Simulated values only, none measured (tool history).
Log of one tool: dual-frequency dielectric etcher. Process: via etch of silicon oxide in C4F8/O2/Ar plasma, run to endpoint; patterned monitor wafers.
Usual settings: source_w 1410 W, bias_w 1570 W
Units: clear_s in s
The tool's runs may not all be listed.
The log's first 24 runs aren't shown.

run,hour,source_w,bias_w,wafers since the last listed run,hours since the last wet clean,hours since the last source power generator calibration,hours since the last bias power generator calibration,hours since the last upper electrode change,"incoming incoming film thickness, nm",clear_s
# hour 341.7: source power generator calibrated
# hour 346.3: upper electrode replaced
25,346.8,1250,1208,140,35.2,5.1,113.1,0.5,1328.4,369.0
26,347.2,1410,1300,2,35.6,5.5,113.5,0.9,1339.7,346.3
27,355.0,1090,1328,42,43.4,13.3,121.3,8.7,1345.4,392.6
28,370.2,1240,1848,83,58.6,28.5,136.5,23.9,1343.6,339.5
29,377.4,1500,1335,39,65.8,35.7,143.7,31.1,1352.3,340.2
30,394.1,1410,1327,91,82.5,52.4,160.4,47.8,1334.6,340.3
31,423.6,1410,1831,161,112.0,81.9,189.9,77.3,1351.3,317.3
32,441.0,1270,1692,95,129.4,99.3,207.3,94.7,1338.7,336.4
33,472.8,1410,1847,173,161.2,131.1,239.1,126.5,1338.8,307.4
34,481.9,1120,1723,49,170.3,140.2,248.2,135.6,1344.2,353.3
35,490.5,1410,1570,47,178.9,148.8,256.8,144.2,1334.4,325.6

Forecast each of these 4 alternatives for the next run:
A,491.0,1250,1570,2,179.4,149.3,257.3,144.7,1348.8,?
B,491.0,1720,1226,2,179.4,149.3,257.3,144.7,1348.8,?
C,491.0,1410,1365,2,179.4,149.3,257.3,144.7,1348.8,?
D,491.0,1680,1570,2,179.4,149.3,257.3,144.7,1348.8,?

run,clear_s
A,343.5
B,312.5
C,334.9
D,299.7
Without the tool's hidden state the same runs would have given:
run,clear_s
A,352.2
B,320.4
C,343.4
D,307.3

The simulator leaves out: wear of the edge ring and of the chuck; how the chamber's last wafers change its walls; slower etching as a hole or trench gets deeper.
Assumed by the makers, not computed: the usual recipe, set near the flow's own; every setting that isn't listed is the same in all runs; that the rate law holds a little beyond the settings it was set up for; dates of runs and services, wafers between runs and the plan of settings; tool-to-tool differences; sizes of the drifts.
